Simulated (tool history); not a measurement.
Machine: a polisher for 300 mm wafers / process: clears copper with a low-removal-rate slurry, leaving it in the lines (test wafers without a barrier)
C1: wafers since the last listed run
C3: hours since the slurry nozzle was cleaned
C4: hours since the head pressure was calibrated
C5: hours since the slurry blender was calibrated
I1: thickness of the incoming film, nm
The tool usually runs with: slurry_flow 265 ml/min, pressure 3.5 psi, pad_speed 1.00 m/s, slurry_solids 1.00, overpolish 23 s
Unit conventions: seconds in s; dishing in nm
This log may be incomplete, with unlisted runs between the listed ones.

{"run": 1, "hour": 0.0, "slurry_flow": 265, "pressure": 3.5, "pad_speed": 1.0, "slurry_solids": 1.0, "overpolish": 23, "C1": 0, "wafers polished on this pad": 1671, "C3": 444.9, "C4": 670.6, "C5": 114.9, "I1": 455.6, "seconds": 141.5, "dishing": 52.7}
{"hour": 21.9, "done": "worn pad replaced by a new one"}
{"run": 2, "hour": 25.4, "slurry_flow": 265, "pressure": 3.5, "pad_speed": 1.0, "slurry_solids": 1.0, "overpolish": 23, "C1": 178, "wafers polished on this pad": 29, "C3": 470.3, "C4": 696.0, "C5": 140.3, "I1": 452.2, "seconds": 140.5, "dishing": 52.6}
{"run": 3, "hour": 40.6, "slurry_flow": 265, "pressure": 3.5, "pad_speed": 1.0, "slurry_solids": 1.0, "overpolish": 23, "C1": 126, "wafers polished on this pad": 156, "C3": 485.5, "C4": 711.2, "C5": 155.5, "I1": 454.9, "seconds": 143.2, "dishing": 49.0}
{"hour": 44.7, "done": "slurry nozzle cleaned"}
{"run": 4, "hour": 69.9, "slurry_flow": 315, "pressure": 3.5, "pad_speed": 1.0, "slurry_solids": 1.0, "overpolish": 23, "C1": 236, "wafers polished on this pad": 392, "C3": 25.2, "C4": 740.5, "C5": 184.8, "I1": 448.5, "seconds": 134.6, "dishing": 52.8}
{"run": 5, "hour": 89.6, "slurry_flow": 315, "pressure": 3.5, "pad_speed": 1.0, "slurry_solids": 1.0, "overpolish": 23, "C1": 164, "wafers polished on this pad": 556, "C3": 44.9, "C4": 760.2, "C5": 204.5, "I1": 449.3, "seconds": 136.8, "dishing": 53.5}
{"run": 6, "hour": 104.4, "slurry_flow": 205, "pressure": 3.5, "pad_speed": 1.0, "slurry_solids": 1.0, "overpolish": 23, "C1": 123, "wafers polished on this pad": 680, "C3": 59.7, "C4": 775.0, "C5": 219.3, "I1": 442.7, "seconds": 142.6, "dishing": 50.6}
{"run": 7, "hour": 126.5, "slurry_flow": 205, "pressure": 3.5, "pad_speed": 1.0, "slurry_solids": 1.0, "overpolish": 23, "C1": 184, "wafers polished on this pad": 864, "C3": 81.8, "C4": 797.1, "C5": 241.4, "I1": 454.8, "seconds": 146.5, "dishing": 52.7}
{"run": 8, "hour": 140.4, "slurry_flow": 265, "pressure": 2.9, "pad_speed": 1.0, "slurry_solids": 1.0, "overpolish": 23, "C1": 115, "wafers polished on this pad": 980, "C3": 95.7, "C4": 811.0, "C5": 255.3, "I1": 442.6, "seconds": 162.5, "dishing": 44.2}
{"hour": 158.7, "done": "slurry blender recalibrated"}
{"run": 9, "hour": 163.3, "slurry_flow": 300, "pressure": 3.5, "pad_speed": 1.0, "slurry_solids": 0.85, "overpolish": 23, "C1": 174, "wafers polished on this pad": 1155, "C3": 118.6, "C4": 833.9, "C5": 4.6, "I1": 444.1, "seconds": 141.8, "dishing": 51.8}
{"run": 10, "hour": 198.3, "slurry_flow": 265, "pressure": 3.5, "pad_speed": 1.3, "slurry_solids": 1.15, "overpolish": 23, "C1": 292, "wafers polished on this pad": 1447, "C3": 153.6, "C4": 868.9, "C5": 39.6, "I1": 454.1, "seconds": 103.7, "dishing": 70.5}
{"run": 11, "hour": 233.6, "slurry_flow": 265, "pressure": 3.5, "pad_speed": 1.0, "slurry_solids": 1.0, "overpolish": 23, "C1": 294, "wafers polished on this pad": 1741, "C3": 188.9, "C4": 904.2, "C5": 74.9, "I1": 447.6, "seconds": 137.9, "dishing": 51.8}
{"hour": 247.8, "done": "worn pad replaced by a new one"}
{"run": 12, "hour": 269.0, "slurry_flow": 320, "pressure": 3.5, "pad_speed": 1.0, "slurry_solids": 1.0, "overpolish": 32, "C1": 262, "wafers polished on this pad": 177, "C3": 224.3, "C4": 939.6, "C5": 110.3, "I1": 444.6, "seconds": 134.6, "dishing": 71.2}
{"run": 13, "hour": 301.0, "slurry_flow": 175, "pressure": 3.5, "pad_speed": 0.74, "slurry_solids": 1.0, "overpolish": 23, "C1": 267, "wafers polished on this pad": 444, "C3": 256.3, "C4": 971.6, "C5": 142.3, "I1": 446.4, "seconds": 194.9, "dishing": 38.5}
{"run": 14, "hour": 323.8, "slurry_flow": 265, "pressure": 3.9, "pad_speed": 1.0, "slurry_solids": 1.0, "overpolish": 23, "C1": 190, "wafers polished on this pad": 634, "C3": 279.1, "C4": 994.4, "C5": 165.1, "I1": 447.2, "seconds": 120.7, "dishing": 58.6}
{"run": 15, "hour": 356.3, "slurry_flow": 265, "pressure": 3.5, "pad_speed": 1.0, "slurry_solids": 1.0, "overpolish": 23, "C1": 271, "wafers polished on this pad": 905, "C3": 311.6, "C4": 1026.9, "C5": 197.6, "I1": 449.0, "seconds": 135.6, "dishing": 50.8}
{"run": 16, "hour": 380.0, "slurry_flow": 265, "pressure": 3.9, "pad_speed": 1.0, "slurry_solids": 1.1, "overpolish": 23, "C1": 197, "wafers polished on this pad": 1103, "C3": 335.3, "C4": 1050.6, "C5": 221.3, "I1": 455.0, "seconds": 121.4, "dishing": 60.1}
{"hour": 394.8, "done": "slurry blender recalibrated"}
{"hour": 411.2, "done": "head pressure recalibrated"}
{"run": 17, "hour": 455.8, "slurry_flow": 180, "pressure": 3.5, "pad_speed": 1.0, "slurry_solids": 1.0, "overpolish": 23, "C1": 599, "wafers polished on this pad": 1702, "C3": 411.1, "C4": 44.6, "C5": 61.0, "I1": 450.6, "seconds": 133.6, "dishing": 54.9}
{"run": 18, "hour": 469.6, "slurry_flow": 295, "pressure": 4.2, "pad_speed": 0.82, "slurry_solids": 1.0, "overpolish": 34, "C1": 115, "wafers polished on this pad": 1817, "C3": 424.9, "C4": 58.4, "C5": 74.8, "I1": 447.5, "seconds": 128.5, "dishing": 76.4}
{"hour": 496.4, "done": "worn pad replaced by a new one"}
{"run": 19, "hour": 499.9, "slurry_flow": 210, "pressure": 3.5, "pad_speed": 1.16, "slurry_solids": 1.0, "overpolish": 23, "C1": 219, "wafers polished on this pad": 29, "C3": 455.2, "C4": 88.7, "C5": 105.1, "I1": 456.9, "seconds": 114.6, "dishing": 64.8}
{"run": 20, "hour": 531.8, "slurry_flow": 265, "pressure": 3.5, "pad_speed": 1.0, "slurry_solids": 1.0, "overpolish": 23, "C1": 266, "wafers polished on this pad": 295, "C3": 487.1, "C4": 120.6, "C5": 137.0, "I1": 451.5, "seconds": 128.8, "dishing": 58.3}
{"run": 21, "hour": 553.1, "slurry_flow": 210, "pressure": 3.5, "pad_speed": 1.14, "slurry_solids": 1.25, "overpolish": 23, "C1": 177, "wafers polished on this pad": 473, "C3": 508.4, "C4": 141.9, "C5": 158.3, "I1": 456.7, "seconds": 107.3, "dishing": 66.9}
{"hour": 574.3, "done": "slurry nozzle cleaned"}
{"run": 22, "hour": 587.7, "slurry_flow": 175, "pressure": 3.5, "pad_speed": 1.36, "slurry_solids": 0.85, "overpolish": 35, "C1": 280, "wafers polished on this pad": 753, "C3": 13.4, "C4": 176.5, "C5": 192.9, "I1": 457.9, "seconds": 106.4, "dishing": 93.6}
{"run": 23, "hour": 599.8, "slurry_flow": 265, "pressure": 3.5, "pad_speed": 1.3, "slurry_solids": 0.75, "overpolish": 23, "C1": 100, "wafers polished on this pad": 854, "C3": 25.5, "C4": 188.6, "C5": 205.0, "I1": 447.6, "seconds": 103.5, "dishing": 69.3}
{"hour": 626.8, "done": "head pressure recalibrated, repeated, since the last time left the tool worse"}
{"hour": 645.7, "done": "slurry blender recalibrated"}
{"run": 24, "hour": 679.6, "slurry_flow": 265, "pressure": 3.5, "pad_speed": 1.0, "slurry_solids": 1.0, "overpolish": 23, "C1": 632, "wafers polished on this pad": 1487, "C3": 105.3, "C4": 52.8, "C5": 33.9, "I1": 448.4, "seconds": 147.1, "dishing": 51.2}
{"run": 25, "hour": 704.6, "slurry_flow": 265, "pressure": 3.5, "pad_speed": 1.0, "slurry_solids": 1.0, "overpolish": 23, "C1": 208, "wafers polished on this pad": 1695, "C3": 130.3, "C4": 77.8, "C5": 58.9, "I1": 451.4, "seconds": 147.5, "dishing": 50.3}
{"run": 26, "hour": 764.2, "slurry_flow": 265, "pressure": 2.6, "pad_speed": 1.0, "slurry_solids": 1.0, "overpolish": 23, "C1": 497, "wafers polished on this pad": 2192, "C3": 189.9, "C4": 137.4, "C5": 118.5, "I1": 453.2, "seconds": 198.0, "dishing": 37.3}
{"hour": 770.6, "done": "worn pad replaced by a new one"}
{"run": 27, "hour": 826.5, "slurry_flow": 265, "pressure": 3.5, "pad_speed": 1.26, "slurry_solids": 0.85, "overpolish": 19, "C1": 486, "wafers polished on this pad": 466, "C3": 252.2, "C4": 199.7, "C5": 180.8, "I1": 453.4, "seconds": 120.6, "dishing": 48.9}
{"run": 28, "hour": 839.1, "slurry_flow": 265, "pressure": 4.2, "pad_speed": 1.28, "slurry_solids": 1.0, "overpolish": 23, "C1": 105, "wafers polished on this pad": 571, "C3": 264.8, "C4": 212.3, "C5": 193.4, "I1": 452.7, "seconds": 97.9, "dishing": 70.9}

Below are 4 alternative next runs, each starting from the tool's condition after run 28. Predict each:
{"run": "A", "hour": 839.6, "slurry_flow": 265, "pressure": 3.5, "pad_speed": 1.0, "slurry_solids": 1.0, "overpolish": 23, "C1": 4, "wafers polished on this pad": 575, "C3": 265.3, "C4": 212.8, "C5": 193.9, "I1": 440.2, "seconds": "?", "dishing": "?"}
{"run": "B", "hour": 839.6, "slurry_flow": 265, "pressure": 4.2, "pad_speed": 1.0, "slurry_solids": 1.0, "overpolish": 32, "C1": 4, "wafers polished on this pad": 575, "C3": 265.3, "C4": 212.8, "C5": 193.9, "I1": 440.2, "seconds": "?", "dishing": "?"}
{"run": "C", "hour": 839.6, "slurry_flow": 345, "pressure": 4.4, "pad_speed": 0.76, "slurry_solids": 1.0, "overpolish": 36, "C1": 4, "wafers polished on this pad": 575, "C3": 265.3, "C4": 212.8, "C5": 193.9, "I1": 440.2, "seconds": "?", "dishing": "?"}
{"run": "D", "hour": 839.6, "slurry_flow": 305, "pressure": 3.0, "pad_speed": 0.7, "slurry_solids": 1.0, "overpolish": 27, "C1": 4, "wafers polished on this pad": 575, "C3": 265.3, "C4": 212.8, "C5": 193.9, "I1": 440.2, "seconds": "?", "dishing": "?"}

run=A seconds=143.4 dishing=50.0
run=B seconds=119.5 dishing=76.9
run=C seconds=146.7 dishing=72.1
run=D seconds=236.0 dishing=37.0
Without the tool's hidden state the same runs would have given:
run=A seconds=145.0 dishing=49.5
run=B seconds=120.8 dishing=76.2
run=C seconds=148.3 dishing=71.5
run=D seconds=238.5 dishing=36.6

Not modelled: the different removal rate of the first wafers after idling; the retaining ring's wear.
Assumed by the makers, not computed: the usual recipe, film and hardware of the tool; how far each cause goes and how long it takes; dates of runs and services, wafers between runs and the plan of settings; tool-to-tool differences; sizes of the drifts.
